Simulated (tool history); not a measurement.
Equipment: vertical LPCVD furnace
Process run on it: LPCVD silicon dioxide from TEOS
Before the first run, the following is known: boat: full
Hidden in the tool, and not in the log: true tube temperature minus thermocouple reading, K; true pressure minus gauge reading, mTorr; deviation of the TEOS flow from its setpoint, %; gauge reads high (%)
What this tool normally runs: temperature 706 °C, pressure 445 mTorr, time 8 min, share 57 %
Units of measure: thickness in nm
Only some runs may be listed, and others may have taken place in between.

| run | hour | temperature | pressure | time | share | wafers since the last listed run | hours since the last temperature calibration | hours since the pressure gauge was zeroed | hours since the TEOS flow controller was replaced | hours since the gauge calibration | read-back reference wafer on the same gauge, thickness | thickness |
|---|---|---|---|---|---|---|---|---|---|---|---|---|
| 1 | 0 | 706 | 445 | 8 | 57 | 0 | 2473.9 | 4021.8 | 4695.7 | 335.2 | 72.17 | 83.55 |
| 2 | 70.2 | 706 | 445 | 8 | 57 | 931 | 2544.1 | 4092 | 4765.9 | 405.4 | 72.18 | 83.73 |
| 3 | 119.5 | 706 | 445 | 8 | 57 | 654 | 2593.4 | 4141.3 | 4815.2 | 454.7 | 72.2 | 83.8 |
|  | 200.6 | thermocouples replaced and temperature profile calibrated |
| 4 | 201.1 | 706 | 445 | 8 | 57 | 764 | 0.5 | 4222.9 | 4896.8 | 536.3 | 72.14 | 78.55 |
|  | 230 | pressure gauge zeroed |
| 5 | 230.5 | 706 | 445 | 8 | 57 | 71 | 29.9 | 0.5 | 4926.2 | 565.7 | 72.2 | 79.09 |
| 6 | 256.5 | 706 | 445 | 8 | 57 | 345 | 55.9 | 26.5 | 4952.2 | 591.7 | 72.17 | 79.11 |
| 7 | 297 | 706 | 445 | 8 | 57 | 537 | 96.4 | 67 | 4992.7 | 632.2 | 72.13 | 79.26 |
|  | 316.1 | gauge calibrated |
| 8 | 356.3 | 706 | 445 | 9.5 | 57 | 786 | 155.7 | 126.3 | 5052 | 40.2 | 72.15 | 93.73 |
| 9 | 395.3 | 717 | 445 | 8 | 67 | 517 | 194.7 | 165.3 | 5091 | 79.2 | 72.16 | 109.4 |
|  | 434.1 | TEOS flow controller replaced |
| 10 | 434.6 | 696 | 540 | 8 | 65 | 203 | 234 | 204.6 | 0.5 | 118.5 | 72.21 | 73.22 |
| 11 | 494.9 | 706 | 555 | 8 | 68 | 800 | 294.3 | 264.9 | 60.8 | 178.8 | 72.18 | 96.55 |
| 12 | 545.7 | 706 | 445 | 8 | 57 | 674 | 345.1 | 315.7 | 111.6 | 229.6 | 72.12 | 79.47 |
| 13 | 571.6 | 706 | 445 | 5 | 64 | 343 | 371 | 341.6 | 137.5 | 255.5 | 72.25 | 52.35 |
| 14 | 625.4 | 706 | 445 | 8 | 57 | 713 | 424.8 | 395.4 | 191.3 | 309.3 | 72.14 | 78.95 |

Hidden state at the last listed run before each entry between runs and at the first one after, where it differs:
Logged between run 3 and run 4: thermocouples replaced and temperature profile calibrated (hour 200.6)
  true tube temperature minus thermocouple reading, K: 3.17 -> 0.439
  the result without the hidden state subtracted from the measured one, thickness: +5.86 -> +0.79 nm
Logged between run 4 and run 5: pressure gauge zeroed (hour 230)
  the hidden state is the same at both runs
  the result without the hidden state subtracted from the measured one, thickness: +0.79 -> +0.79 nm
Logged between run 7 and run 8: gauge calibrated (hour 316.1)
  true tube temperature minus thermocouple reading, K: 0.442 -> 0.449
  the result without the hidden state subtracted from the measured one, thickness: +0.8 -> +0.96 nm
Logged between run 9 and run 10: TEOS flow controller replaced (hour 434.1)
  true tube temperature minus thermocouple reading, K: 0.455 -> 0.462
  the result without the hidden state subtracted from the measured one, thickness: +1.11 -> +0.79 nm
